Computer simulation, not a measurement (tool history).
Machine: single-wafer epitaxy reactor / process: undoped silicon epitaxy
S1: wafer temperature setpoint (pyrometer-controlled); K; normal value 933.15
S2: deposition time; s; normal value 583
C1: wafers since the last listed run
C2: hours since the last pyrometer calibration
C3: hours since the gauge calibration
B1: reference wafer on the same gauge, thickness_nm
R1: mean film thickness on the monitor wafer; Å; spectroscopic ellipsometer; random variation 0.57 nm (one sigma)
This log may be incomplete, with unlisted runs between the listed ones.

Run 1, hour 0.0: usual settings; C1 0; C2 2290.8; C3 411.4; B1 110.020. Result: R1 1354.74 Å.
At hour 17.4: gauge calibrated.
Run 2, hour 34.9: usual settings; C1 134; C2 2325.7; C3 17.5; B1 109.833. Result: R1 1361.46 Å.
Run 3, hour 54.7: usual settings; C1 76; C2 2345.5; C3 37.3; B1 110.003. Result: R1 1358.00 Å.
Run 4, hour 77.1: usual settings; C1 86; C2 2367.9; C3 59.7; B1 109.875. Result: R1 1358.35 Å.
Run 5, hour 104.5: usual settings; C1 105; C2 2395.3; C3 87.1; B1 109.880. Result: R1 1354.07 Å.
Run 6, hour 123.9: usual settings; C1 74; C2 2414.7; C3 106.5; B1 110.123. Result: R1 1353.36 Å.
Run 7, hour 147.3: usual settings; C1 90; C2 2438.1; C3 129.9; B1 110.020. Result: R1 1349.88 Å.
Run 8, hour 175.7: usual settings but S1 921.15 K; C1 109; C2 2466.5; C3 158.3; B1 109.859. Result: R1 1080.55 Å.
Run 9, hour 208.7: usual settings but S1 921.15 K; C1 127; C2 2499.5; C3 191.3; B1 109.968. Result: R1 1086.30 Å.
Run 10, hour 227.2: usual settings but S1 921.15 K; C1 71; C2 2518.0; C3 209.8; B1 109.964. Result: R1 1078.72 Å.
Run 11, hour 246.1: usual settings; C1 72; C2 2536.9; C3 228.7; B1 109.924. Result: R1 1353.41 Å.
At hour 268.3: pyrometer calibrated.
Run 12, hour 271.1: usual settings; C1 65; C2 2.8; C3 253.7; B1 109.982. Result: R1 1242.39 Å.
Run 13, hour 293.5: usual settings but S1 940.15 K, S2 613 s; C1 86; C2 25.2; C3 276.1; B1 110.047. Result: R1 1481.23 Å.
Run 14, hour 364.9: usual settings but S1 919.15 K, S2 481 s; C1 275; C2 96.6; C3 347.5; B1 110.087. Result: R1 792.99 Å.
Run 15, hour 378.9: usual settings; C1 53; C2 110.6; C3 361.5; B1 109.963. Result: R1 1248.42 Å.
At hour 397.6: gauge calibrated.
Run 16, hour 402.9: usual settings but S1 921.15 K; C1 92; C2 134.6; C3 5.3; B1 110.002. Result: R1 1005.18 Å.
Run 17, hour 423.3: usual settings but S1 923.15 K; C1 78; C2 155.0; C3 25.7; B1 110.021. Result: R1 1041.12 Å.
Run 18, hour 451.0: usual settings but S1 921.15 K, S2 683 s; C1 106; C2 182.7; C3 53.4; B1 109.946. Result: R1 1176.65 Å.
Run 19, hour 477.3: usual settings but S1 947.15 K, S2 545 s; C1 101; C2 209.0; C3 79.7; B1 109.853. Result: R1 1529.34 Å.
Run 20, hour 501.7: usual settings but S1 920.15 K, S2 665 s; C1 94; C2 233.4; C3 104.1; B1 109.935. Result: R1 1126.92 Å.
Run 21, hour 517.6: usual settings but S1 918.15 K, S2 537 s; C1 61; C2 249.3; C3 120.0; B1 110.055. Result: R1 880.79 Å.
Run 22, hour 548.4: usual settings; C1 118; C2 280.1; C3 150.8; B1 110.026. Result: R1 1269.98 Å.
Run 23, hour 606.4: usual settings but S1 948.15 K, S2 498 s; C1 223; C2 338.1; C3 208.8; B1 109.981. Result: R1 1446.90 Å.
Run 24, hour 626.7: usual settings; C1 78; C2 358.4; C3 229.1; B1 110.059. Result: R1 1290.37 Å.
Run 25, hour 643.3: usual settings but S1 927.15 K, S2 483 s; C1 64; C2 375.0; C3 245.7; B1 109.925. Result: R1 950.32 Å.

State the hidden condition of the tool at each of the runs:
gauge reads high (%): 0 across all the runs
H1: wafer temperature above the value expected at the setpoint (K)
run     H1
  1   5.92
  2   5.94
  3   5.95
  4   5.96
  5   5.97
  6   5.98
  7   5.99
  8      6
  9   6.01
 10   6.02
 11   6.03
 12  0.955
 13   1.12
 14   1.62
 15   1.72
 16   1.88
 17   2.01
 18   2.18
 19   2.33
 20   2.48
 21   2.57
 22   2.74
 23   3.04
 24   3.14
 25   3.22

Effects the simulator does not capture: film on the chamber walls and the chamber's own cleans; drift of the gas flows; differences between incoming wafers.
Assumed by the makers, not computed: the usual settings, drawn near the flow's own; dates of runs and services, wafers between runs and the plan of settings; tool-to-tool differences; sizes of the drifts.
